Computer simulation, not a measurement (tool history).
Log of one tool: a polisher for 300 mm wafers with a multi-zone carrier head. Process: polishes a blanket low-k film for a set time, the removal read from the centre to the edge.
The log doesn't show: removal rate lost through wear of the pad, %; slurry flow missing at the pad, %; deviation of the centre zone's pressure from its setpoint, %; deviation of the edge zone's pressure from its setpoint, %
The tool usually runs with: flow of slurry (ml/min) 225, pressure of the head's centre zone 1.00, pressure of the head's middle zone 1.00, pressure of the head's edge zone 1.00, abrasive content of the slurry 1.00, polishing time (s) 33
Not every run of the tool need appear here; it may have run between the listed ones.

run    hour  flow of slurry (ml/min)  pressure of the head's centre zone  pressure of the head's middle zone  pressure of the head's edge zone  abrasive content of the slurry  polishing time (s)  wafers since the last listed run  wafers polished on this pad  hours since the slurry nozzle was cleaned  hours since the centre zone pressure was calibrated  hours since the edge zone pressure was calibrated  hours since the carrier head's membrane was replaced  incoming thickness of the incoming film, nm  film removed at the wafer's centre (Å)  film removed at mid-radius (Å)  film removed at the wafer's edge (Å)
  1     0.0                      225                                1.00                                0.94                              1.00                            1.00                  33                                 0                          835                                       30.6                                                145.5                                              273.7                                                 676.8                                        441.2                                     115                             107                                   116
       39.1  -- edge zone pressure recalibrated
  2    57.2                      225                                1.00                                0.94                              1.00                            1.00                  33                               666                         1501                                       87.8                                                202.7                                               18.1                                                 734.0                                        451.5                                     112                             103                                   113
      171.3  -- worn pad replaced by a new one
  3   178.3                      225                                1.00                                1.00                              1.00                            1.00                  33                              1413                           84                                      208.9                                                323.8                                              139.2                                                 855.1                                        451.7                                      99                              98                                   101
  4   238.8                      225                                1.00                                1.00                              1.00                            1.00                  33                               730                          815                                      269.4                                                384.3                                              199.7                                                 915.6                                        452.0                                      98                              98                                    99
  5   268.9                      225                                1.00                                1.00                              1.00                            1.00                  33                               363                         1178                                      299.5                                                414.4                                              229.8                                                 945.7                                        457.0                                     100                              97                                    98
      306.1  -- worn pad replaced by a new one, repeated, since the last time left the tool worse
  6   318.9                      225                                1.00                                1.09                              1.00                            1.00                  33                               555                          154                                      349.5                                                464.4                                              279.8                                                 995.7                                        454.5                                     114                             123                                   115
      350.7  -- carrier head's membrane replaced by a new one
  7   351.2                      225                                1.00                                1.09                              1.00                            1.00                  33                               329                          484                                      381.8                                                496.7                                              312.1                                                   0.5                                        446.3                                     114                             122                                   115
  8   374.1                      225                                1.00                                1.00                              0.93                            1.00                  33                               276                          760                                      404.7                                                519.6                                              335.0                                                  23.4                                        453.7                                     113                             109                                   110
      379.5  -- edge zone pressure recalibrated
      394.3  -- slurry nozzle cleaned
  9   403.1                      225                                1.00                                1.00                              0.93                            1.00                  33                               313                         1074                                        8.8                                                548.6                                               23.6                                                  52.4                                        450.8                                     113                             112                                   110
 10   473.8                      170                                1.00                                1.11                              1.00                            1.25                  33                               853                         1927                                       79.5                                                619.3                                               94.3                                                 123.1                                        450.6                                     112                             123                                   117
      514.5  -- worn pad replaced by a new one
 11   535.1                      165                                0.88                                1.00                              1.00                            1.00                  45                               691                          249                                      140.8                                                680.6                                              155.6                                                 184.4                                        447.0                                     130                             149                                   154
 12   561.7                      225                                1.00                                1.00                              1.00                            1.00                  33                               320                          570                                      167.4                                                707.2                                              182.2                                                 211.0                                        441.4                                     116                             114                                   117
 13   588.4                      225                                1.00                                1.00                              1.08                            1.00                  21                               322                          892                                      194.1                                                733.9                                              208.9                                                 237.7                                        453.2                                      73                              72                                    76
 14   633.2                      250                                0.88                                1.09                              1.00                            0.85                  33                               540                         1432                                      238.9                                                778.7                                              253.7                                                 282.5                                        454.1                                      95                             113                                   106
      663.1  -- edge zone pressure recalibrated
 15   684.7                      225                                0.89                                0.97                              1.00                            1.00                  33                               597                         2030                                      290.4                                                830.2                                               21.6                                                 334.0                                        455.9                                      99                             106                                   112
      714.5  -- centre zone pressure recalibrated
      737.1  -- slurry nozzle cleaned
 16   737.6                      225                                1.00                                0.91                              1.00                            1.00                  42                               602                         2632                                        0.5                                                 23.1                                               74.5                                                 386.9                                        446.2                                     137                             123                                   137
      741.9  -- worn pad replaced by a new one
 17   789.6                      225                                1.00                                1.00                              1.00                            1.00                  33                               579                          575                                       52.5                                                 75.1                                              126.5                                                 438.9                                        444.0                                     114                             113                                   116
 18   838.2                      265                                1.00                                1.00                              0.91                            1.25                  33                               586                         1162                                      101.1                                                123.7                                              175.1                                                 487.5                                        443.9                                     126                             124                                   121
 19   883.2                      180                                1.00                                1.00                              1.05                            1.15                  33                               543                         1705                                      146.1                                                168.7                                              220.1                                                 532.5                                        451.2                                     113                             114                                   120
 20   922.1                      225                                1.00                                1.00                              1.00                            0.75                  33                               469                         2174                                      185.0                                                207.6                                              259.0                                                 571.4                                        450.6                                      95                              97                                    98
      978.4  -- worn pad replaced by a new one
     1006.2  -- edge zone pressure recalibrated
 21  1010.8                      180                                1.00                                1.05                              0.90                            1.00                  39                               997                          366                                      273.7                                                296.3                                                4.6                                                 660.1                                        450.6                                     130                             134                                   128

Each run again, without the hidden state but with its own random variation kept:
run  film removed at the wafer's centre (Å)  film removed at mid-radius (Å)  film removed at the wafer's edge (Å)
  1                                     116                             108                                   117
  2                                     116                             106                                   117
  3                                     116                             114                                   118
  4                                     116                             116                                   116
  5                                     118                             115                                   117
  6                                     116                             125                                   117
  7                                     116                             125                                   117
  8                                     116                             111                                   113
  9                                     116                             115                                   113
 10                                     119                             130                                   123
 11                                     130                             150                                   155
 12                                     117                             115                                   117
 13                                      74                              73                                    77
 14                                      97                             115                                   109
 15                                     103                             111                                   117
 16                                     147                             132                                   148
 17                                     115                             114                                   117
 18                                     128                             127                                   124
 19                                     117                             118                                   124
 20                                     100                             102                                   103
 21                                     130                             135                                   128

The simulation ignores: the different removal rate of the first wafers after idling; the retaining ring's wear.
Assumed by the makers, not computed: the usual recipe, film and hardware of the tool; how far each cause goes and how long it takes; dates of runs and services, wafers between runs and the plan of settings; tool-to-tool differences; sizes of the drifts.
